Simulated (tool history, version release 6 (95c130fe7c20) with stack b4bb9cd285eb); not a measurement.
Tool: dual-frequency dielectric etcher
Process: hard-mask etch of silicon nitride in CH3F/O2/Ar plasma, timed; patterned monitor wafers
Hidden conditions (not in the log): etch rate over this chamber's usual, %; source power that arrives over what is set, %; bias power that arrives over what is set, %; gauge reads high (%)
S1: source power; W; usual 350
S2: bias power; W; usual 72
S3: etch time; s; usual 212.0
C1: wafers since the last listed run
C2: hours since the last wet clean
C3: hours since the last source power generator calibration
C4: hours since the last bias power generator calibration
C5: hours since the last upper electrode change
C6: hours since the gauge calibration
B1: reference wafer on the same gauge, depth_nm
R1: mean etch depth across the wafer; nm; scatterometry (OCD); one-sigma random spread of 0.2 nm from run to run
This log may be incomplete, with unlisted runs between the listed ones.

run,hour,S1,S2,S3,C1,C2,C3,C4,C5,C6,B1,R1
1,0.0,320,72,212.0,0,356.6,2378.3,2831.0,1855.5,772.7,161.0,127.6
2,20.7,350,72,245.0,125,377.3,2399.0,2851.7,1876.2,793.4,161.0,152.3
3,55.7,350,72,245.0,211,412.3,2434.0,2886.7,1911.2,828.4,161.0,152.0
4,87.8,350,72,245.0,194,444.4,2466.1,2918.8,1943.3,860.5,161.0,151.8
# hour 112.0: wet clean of the chamber
5,112.5,350,72,212.0,4,0.5,2490.8,2943.5,1968.0,885.2,161.1,133.8
6,114.2,350,72,212.0,10,2.2,2492.5,2945.2,1969.7,886.9,161.0,133.5
# hour 154.9: upper electrode replaced
7,155.4,350,72,212.0,104,43.4,2533.7,2986.4,0.5,928.1,161.0,133.2
# hour 161.3: source power generator calibrated
8,161.8,350,72,212.0,14,49.8,0.5,2992.8,6.9,934.5,161.0,135.5
9,187.1,420,81,252.5,153,75.1,25.8,3018.1,32.2,959.8,161.0,177.8
10,203.1,350,72,212.0,96,91.1,41.8,3034.1,48.2,975.8,161.0,135.4
11,232.6,350,72,212.0,178,120.6,71.3,3063.6,77.7,1005.3,161.0,134.5
12,267.4,350,72,212.0,210,155.4,106.1,3098.4,112.5,1040.1,161.0,134.6
13,281.4,350,72,169.5,84,169.4,120.1,3112.4,126.5,1054.1,161.0,107.7
14,296.3,310,64,212.0,90,184.3,135.0,3127.3,141.4,1069.0,161.0,124.5
15,331.8,350,72,212.0,214,219.8,170.5,3162.8,176.9,1104.5,161.0,134.2
16,367.3,300,65,172.0,214,255.3,206.0,3198.3,212.4,1140.0,161.0,100.1
17,379.3,350,72,154.0,72,267.3,218.0,3210.3,224.4,1152.0,161.0,97.1
# hour 384.4: bias power generator calibrated
18,408.2,350,63,212.0,150,296.2,246.9,23.8,253.3,1180.9,161.0,129.4
19,433.4,350,72,184.5,152,321.4,272.1,49.0,278.5,1206.1,161.0,116.5
20,467.1,260,65,251.5,203,355.1,305.8,82.7,312.2,1239.8,161.0,138.6
# hour 473.2: gauge calibrated
21,492.4,310,72,212.0,153,380.4,331.1,108.0,337.5,19.2,161.0,127.9
22,516.8,300,84,165.0,147,404.8,355.5,132.4,361.9,43.6,161.0,102.5
23,554.6,350,72,212.0,228,442.6,393.3,170.2,399.7,81.4,161.0,133.4
24,570.4,350,56,271.0,95,458.4,409.1,186.0,415.5,97.2,161.0,159.2
25,593.9,350,89,212.0,142,481.9,432.6,209.5,439.0,120.7,161.0,141.4
26,613.5,420,88,180.5,118,501.5,452.2,229.1,458.6,140.3,161.0,128.0
27,627.6,350,84,212.0,85,515.6,466.3,243.2,472.7,154.4,161.1,138.5
# hour 655.7: wet clean of the chamber
28,665.1,350,64,212.0,81,9.4,503.8,280.7,510.2,191.9,161.0,130.7
29,686.5,350,72,212.0,129,30.8,525.2,302.1,531.6,213.3,161.0,134.2
30,722.4,350,72,175.5,217,66.7,561.1,338.0,567.5,249.2,161.0,111.3

Exercise: give the hidden state of the tool at every run:
bias power that arrives over what is set, %: 0 across all the runs
gauge reads high (%): 0 across all the runs
H1: etch rate over this chamber's usual, %
H2: source power that arrives over what is set, %
run,H1,H2
1,-1.2,-4
2,-1.27,-4.04
3,-1.4,-4.1
4,-1.51,-4.16
5,0.101,-4.2
6,0.0953,-4.2
7,-0.0494,-4.27
8,-0.0719,0.159
9,-0.161,0.114
10,-0.217,0.0863
11,-0.321,0.0343
12,-0.443,-0.027
13,-0.492,-0.0516
14,-0.544,-0.0778
15,-0.669,-0.14
16,-0.794,-0.203
17,-0.836,-0.224
18,-0.937,-0.275
19,-1.03,-0.319
20,-1.14,-0.379
21,-1.23,-0.423
22,-1.32,-0.466
23,-1.45,-0.533
24,-1.51,-0.56
25,-1.59,-0.602
26,-1.66,-0.636
27,-1.71,-0.661
28,-0.167,-0.727
29,-0.242,-0.765
30,-0.369,-0.828

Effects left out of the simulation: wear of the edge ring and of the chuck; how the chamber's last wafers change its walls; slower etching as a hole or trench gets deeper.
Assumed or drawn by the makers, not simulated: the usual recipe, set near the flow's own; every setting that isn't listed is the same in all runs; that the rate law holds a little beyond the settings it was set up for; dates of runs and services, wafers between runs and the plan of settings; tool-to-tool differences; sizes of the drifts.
